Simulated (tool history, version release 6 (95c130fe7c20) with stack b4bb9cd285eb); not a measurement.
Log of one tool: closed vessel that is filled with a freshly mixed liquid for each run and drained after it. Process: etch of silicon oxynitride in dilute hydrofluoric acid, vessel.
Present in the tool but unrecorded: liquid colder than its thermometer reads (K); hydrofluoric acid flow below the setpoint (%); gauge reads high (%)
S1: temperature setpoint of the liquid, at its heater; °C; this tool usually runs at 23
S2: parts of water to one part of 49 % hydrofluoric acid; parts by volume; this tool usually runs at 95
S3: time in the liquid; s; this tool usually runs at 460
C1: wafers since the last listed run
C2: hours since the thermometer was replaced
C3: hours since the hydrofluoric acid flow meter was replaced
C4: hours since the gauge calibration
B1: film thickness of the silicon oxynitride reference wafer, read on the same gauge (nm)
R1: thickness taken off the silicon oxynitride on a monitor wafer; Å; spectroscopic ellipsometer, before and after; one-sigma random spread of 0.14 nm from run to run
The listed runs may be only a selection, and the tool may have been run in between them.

Run 1, day 0: usual settings but S2 115 parts by volume; C1 0; C2 1272.7; C3 30; C4 53.9; B1 40.01. Result: R1 163.9 Å.
Run 2, day 1.138: usual settings; C1 2704; C2 1300; C3 57.3; C4 81.2; B1 40.01. Result: R1 200.4 Å.
Run 3, day 9.304: usual settings but S3 550 s; C1 19417; C2 1496; C3 253.3; C4 277.2; B1 39.99. Result: R1 237.7 Å.
Run 4, day 11.596: usual settings but S3 550 s; C1 5448; C2 1551; C3 308.3; C4 332.2; B1 40.01. Result: R1 240.6 Å.
Run 5, day 12.846: usual settings but S3 550 s; C1 2972; C2 1581; C3 338.3; C4 362.2; B1 39.99. Result: R1 238 Å.
Run 6, day 14.842: usual settings; C1 4745; C2 1628.9; C3 386.2; C4 410.1; B1 40.02. Result: R1 198.8 Å.
Run 7, day 16.633: usual settings; C1 4259; C2 1671.9; C3 429.2; C4 453.1; B1 39.99. Result: R1 196.5 Å.
Run 8, day 18.338: usual settings; C1 4051; C2 1712.8; C3 470.1; C4 494; B1 39.98. Result: R1 197.6 Å.
Run 9, day 20.704: usual settings but S1 25.5 °C; C1 5627; C2 1769.6; C3 526.9; C4 550.8; B1 40.02. Result: R1 223.7 Å.
Run 10, day 23.625: usual settings; C1 6944; C2 1839.7; C3 597; C4 620.9; B1 40.01. Result: R1 199.2 Å.
Run 11, day 24.708: usual settings but S1 26 °C, S3 675 s; C1 2575; C2 1865.7; C3 623; C4 646.9; B1 40.01. Result: R1 333.3 Å.
Run 12, day 27.5: usual settings; C1 6637; C2 1932.7; C3 690; C4 713.9; B1 39.97. Result: R1 199.4 Å.
Run 13, day 29.829: usual settings; C1 5537; C2 1988.6; C3 745.9; C4 769.8; B1 40.02. Result: R1 196.3 Å.
Run 14, day 32.792: usual settings but S1 20.5 °C, S2 145 parts by volume, S3 310 s; C1 7043; C2 2059.7; C3 817; C4 840.9; B1 39.98. Result: R1 74.4 Å.
At day 33.796: thermometer replaced.
Run 15, day 35.596: usual settings but S1 20.5 °C, S3 225 s; C1 6568; C2 43.2; C3 884.3; C4 908.2; B1 40. Result: R1 83.1 Å.
Run 16, day 37.829: usual settings but S1 20.5 °C, S2 125 parts by volume; C1 5310; C2 96.8; C3 937.9; C4 961.8; B1 40. Result: R1 125.1 Å.
Run 17, day 40.362: usual settings but S3 705 s; C1 6023; C2 157.6; C3 998.7; C4 1022.6; B1 39.99. Result: R1 289.8 Å.
Run 18, day 42.758: usual settings but S1 27.5 °C, S2 115 parts by volume, S3 195 s; C1 5696; C2 215.1; C3 1056.2; C4 1080.1; B1 40.01. Result: R1 80.6 Å.
Run 19, day 45.542: usual settings; C1 6617; C2 281.9; C3 1123; C4 1146.9; B1 40.01. Result: R1 187.7 Å.
Run 20, day 48.325: usual settings but S3 580 s; C1 6617; C2 348.7; C3 1189.8; C4 1213.7; B1 39.98. Result: R1 237.2 Å.
Run 21, day 49.329: usual settings; C1 2387; C2 372.8; C3 1213.9; C4 1237.8; B1 39.98. Result: R1 188.8 Å.
Run 22, day 51.175: usual settings but S1 27.5 °C, S2 65 parts by volume, S3 380 s; C1 4388; C2 417.1; C3 1258.2; C4 1282.1; B1 39.97. Result: R1 289.8 Å.
Run 23, day 52.454: usual settings but S1 25 °C, S2 120 parts by volume, S3 535 s; C1 3041; C2 447.8; C3 1288.9; C4 1312.8; B1 39.98. Result: R1 187.5 Å.
Run 24, day 54.033: usual settings but S2 115 parts by volume, S3 355 s; C1 3754; C2 485.7; C3 1326.8; C4 1350.7; B1 40. Result: R1 117.1 Å.
Run 25, day 55.483: usual settings but S1 26.5 °C, S2 115 parts by volume; C1 3447; C2 520.5; C3 1361.6; C4 1385.5; B1 40.04. Result: R1 183.2 Å.
Run 26, day 56.642: usual settings but S1 18 °C, S2 115 parts by volume, S3 585 s; C1 2754; C2 548.3; C3 1389.4; C4 1413.3; B1 40.02. Result: R1 153.2 Å.
At day 57.338: thermometer replaced, repeated, since the last time left the tool worse.
Run 27, day 58.854: usual settings but S3 580 s; C1 5161; C2 36.4; C3 1442.5; C4 1466.4; B1 39.96. Result: R1 258.1 Å.
Run 28, day 60.621: usual settings but S1 27 °C, S2 140 parts by volume, S3 530 s; C1 4200; C2 78.8; C3 1484.9; C4 1508.8; B1 39.98. Result: R1 184 Å.
Run 29, day 61.775: usual settings but S3 210 s; C1 2744; C2 106.5; C3 1512.6; C4 1536.5; B1 40. Result: R1 93.7 Å.
Run 30, day 63.117: usual settings but S2 80 parts by volume, S3 685 s; C1 3189; C2 138.7; C3 1544.8; C4 1568.7; B1 40. Result: R1 363.8 Å.
Run 31, day 65.075: usual settings but S2 50 parts by volume, S3 535 s; C1 4656; C2 185.7; C3 1591.8; C4 1615.7; B1 40.03. Result: R1 465.9 Å.
Run 32, day 67.15: usual settings; C1 4933; C2 235.5; C3 1641.6; C4 1665.5; B1 40. Result: R1 204.7 Å.
At day 67.896: gauge calibrated.
Run 33, day 69.312: usual settings but S2 115 parts by volume, S3 355 s; C1 5141; C2 287.4; C3 1693.5; C4 34; B1 40. Result: R1 129.1 Å.

4 options for the next run, each taken on its own from the tool as it stands now. Forecast them:
Run A, day 69.346: usual settings but S3 660 s; C1 79; C2 288.2; C3 1694.3; C4 34.8; B1 ?. Result: R1 ?.
Run B, day 69.346: usual settings but S2 115 parts by volume, S3 350 s; C1 79; C2 288.2; C3 1694.3; C4 34.8; B1 ?. Result: R1 ?.
Run C, day 69.346: usual settings but S2 50 parts by volume, S3 360 s; C1 79; C2 288.2; C3 1694.3; C4 34.8; B1 ?. Result: R1 ?.
Run D, day 69.346: usual settings but S2 75 parts by volume; C1 79; C2 288.2; C3 1694.3; C4 34.8; B1 ?. Result: R1 ?.

run     B1     R1
  A  40.02  292.3
  B  40.02    126
  C  40.02  314.1
  D  40.02  262.2
The same runs, with their run-to-run variation unchanged, on a tool lacking any hidden condition would have given:
run     R1
  A  294.7
  B    127
  C  316.7
  D  264.4
